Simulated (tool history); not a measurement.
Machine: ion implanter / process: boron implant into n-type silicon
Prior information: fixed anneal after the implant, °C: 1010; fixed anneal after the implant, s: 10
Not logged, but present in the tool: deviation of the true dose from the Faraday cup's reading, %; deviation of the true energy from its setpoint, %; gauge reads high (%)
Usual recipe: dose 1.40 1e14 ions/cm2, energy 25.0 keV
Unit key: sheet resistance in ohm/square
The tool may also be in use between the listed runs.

run     day  dose  energy  wafers since the last listed run  hours since the last dose calibration  hours since the extraction supply was calibrated  hours since the gauge calibration  read-back reference wafer on the same gauge, sheet resistance  sheet resistance
  1   0.000  1.40    23.0                                 0                                 1113.4                                            6417.8                              355.0                                                         715.04            594.23
  2   1.300  1.40    25.0                               822                                 1144.6                                            6449.0                              386.2                                                         715.34            589.95
  3   2.629  1.40    25.0                               840                                 1176.5                                            6480.9                              418.1                                                         715.19            585.74
  4   3.825  1.40    25.0                               756                                 1205.2                                            6509.6                              446.8                                                         715.19            582.58
  5   4.679  1.40    25.0                               540                                 1225.7                                            6530.1                              467.3                                                         715.21            585.73
  6   5.812  1.49    25.0                               716                                 1252.9                                            6557.3                              494.5                                                         713.76            554.56
  7   6.858  1.40    25.0                               661                                 1278.0                                            6582.4                              519.6                                                         713.89            583.42
  8   7.433  1.40    25.0                               363                                 1291.8                                            6596.2                              533.4                                                         715.94            581.89
      8.796  -- Faraday cup replaced and dose calibrated
  9   8.817  1.40    25.0                               664                                    0.5                                            6629.4                              566.6                                                         715.16            603.26
     10.312  -- extraction supply calibrated
 10  10.333  1.40    25.0                               748                                   36.9                                               0.5                              603.0                                                         714.97            601.16
 11  10.908  1.40    25.0                               363                                   50.7                                              14.3                              616.8                                                         714.49            599.97
 12  11.650  1.40    25.0                               469                                   68.5                                              32.1                              634.6                                                         715.03            601.92
 13  12.579  1.40    25.0                               587                                   90.8                                              54.4                              656.9                                                         714.11            598.97
     15.546  -- gauge calibrated
 14  16.925  1.40    25.0                              2748                                  195.1                                             158.7                               33.1                                                         715.19            600.38
 15  17.529  1.74    27.5                               382                                  209.6                                             173.2                               47.6                                                         715.65            501.91
 16  18.079  1.40    31.5                               347                                  222.8                                             186.4                               60.8                                                         715.89            576.96
 17  18.629  1.40    25.0                               347                                  236.0                                             199.6                               74.0                                                         715.19            597.78
 18  19.254  1.40    23.0                               395                                  251.0                                             214.6                               89.0                                                         715.21            606.71
 19  20.733  1.40    25.0                               935                                  286.5                                             250.1                              124.5                                                         714.41            598.35
 20  21.529  1.40    25.0                               503                                  305.6                                             269.2                              143.6                                                         713.67            600.48
 21  22.333  1.24    30.5                               508                                  324.9                                             288.5                              162.9                                                         714.87            637.11
 22  23.083  1.24    20.0                               474                                  342.9                                             306.5                              180.9                                                         715.60            683.30
 23  24.371  1.40    30.0                               814                                  373.8                                             337.4                              211.8                                                         714.63            582.40
 24  25.808  1.73    25.0                               909                                  408.3                                             371.9                              246.3                                                         714.80            510.95
 25  26.767  1.82    28.0                               606                                  431.3                                             394.9                              269.3                                                         714.52            484.06
 26  27.704  1.40    25.0                               592                                  453.8                                             417.4                              291.8                                                         714.82            599.95

Run 27 has not been measured yet. What should we expect?
 27  30.879  1.08    22.5                              2008                                  530.0                                             493.6                              368.0                                                              ?                 ?

{"run 27": {"read-back reference wafer on the same gauge, sheet resistance": 716.47, "sheet resistance": 740.9}}
On a tool with no hidden condition, and with the same random variation, this run would have come out at sheet resistance 747.95 ohm/square.
